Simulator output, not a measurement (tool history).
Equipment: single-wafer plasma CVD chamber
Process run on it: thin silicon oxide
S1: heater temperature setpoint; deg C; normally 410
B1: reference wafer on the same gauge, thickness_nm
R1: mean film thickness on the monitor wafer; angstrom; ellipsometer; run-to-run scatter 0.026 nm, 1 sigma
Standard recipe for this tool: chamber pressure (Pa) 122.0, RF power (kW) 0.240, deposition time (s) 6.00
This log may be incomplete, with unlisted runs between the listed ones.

Run 1, day 0.000: usual settings; B1 12.106. Result: R1 114.75 angstrom.
Run 2, day 1.038: usual settings; B1 12.104. Result: R1 114.84 angstrom.
Run 3, day 2.083: usual settings; B1 12.103. Result: R1 114.87 angstrom.
Run 4, day 2.829: usual settings; B1 12.095. Result: R1 114.89 angstrom.
Run 5, day 3.425: usual settings; B1 12.104. Result: R1 114.63 angstrom.
Run 6, day 4.762: usual settings; B1 12.098. Result: R1 114.77 angstrom.
At day 7.108: showerhead replaced.
Run 7, day 7.129: usual settings but S1 399 deg C, chamber pressure (Pa) 106.0; B1 12.105. Result: R1 100.04 angstrom.
Run 8, day 7.625: usual settings but RF power (kW) 0.270; B1 12.098. Result: R1 122.47 angstrom.
At day 7.829: gauge calibrated.
At day 8.071: RF generator calibrated.
Run 9, day 8.362: usual settings but RF power (kW) 0.270; B1 12.100. Result: R1 127.83 angstrom.
Run 10, day 9.200: usual settings; B1 12.097. Result: R1 119.87 angstrom.
Run 11, day 10.338: usual settings but S1 417 deg C, chamber pressure (Pa) 144.0, RF power (kW) 0.285; B1 12.095. Result: R1 149.72 angstrom.
Run 12, day 10.954: usual settings but S1 400 deg C, deposition time (s) 4.84; B1 12.094. Result: R1 97.14 angstrom.
At day 11.425: thermocouple changed; heater temperature recalibrated.
At day 12.538: capacitance manometer re-zeroed and calibrated.
Run 13, day 12.558: usual settings but deposition time (s) 6.37; B1 12.098. Result: R1 126.92 angstrom.
Run 14, day 13.008: usual settings; B1 12.102. Result: R1 118.87 angstrom.
Run 15, day 13.821: usual settings; B1 12.099. Result: R1 119.14 angstrom.
Run 16, day 14.583: usual settings but chamber pressure (Pa) 93.6, RF power (kW) 0.265, deposition time (s) 4.88; B1 12.100. Result: R1 76.68 angstrom.
Run 17, day 15.579: usual settings but chamber pressure (Pa) 109.9, RF power (kW) 0.225, deposition time (s) 5.53; B1 12.093. Result: R1 95.26 angstrom.
Run 18, day 16.092: usual settings but RF power (kW) 0.205; B1 12.105. Result: R1 108.21 angstrom.

Measured result minus the same run's result without the hidden state. Both carry the same run-to-run variation, though not necessarily the same gauge scatter:
Hidden state present: wafer temperature above the value expected at the setpoint (K); delivered RF power above the setpoint (%); true pressure above the setpoint (%); gauge reads high (%).
run     R1
  1  -5.61
  2  -5.62
  3  -5.63
  4  -5.63
  5  -5.63
  6  -5.64
  7  -4.93
  8  -5.70
  9  -0.12
 10  -0.26
 11  -0.50
 12  -0.43
 13  -0.82
 14  -0.84
 15  -0.95
 16  -0.64
 17  -0.95
 18  -1.24

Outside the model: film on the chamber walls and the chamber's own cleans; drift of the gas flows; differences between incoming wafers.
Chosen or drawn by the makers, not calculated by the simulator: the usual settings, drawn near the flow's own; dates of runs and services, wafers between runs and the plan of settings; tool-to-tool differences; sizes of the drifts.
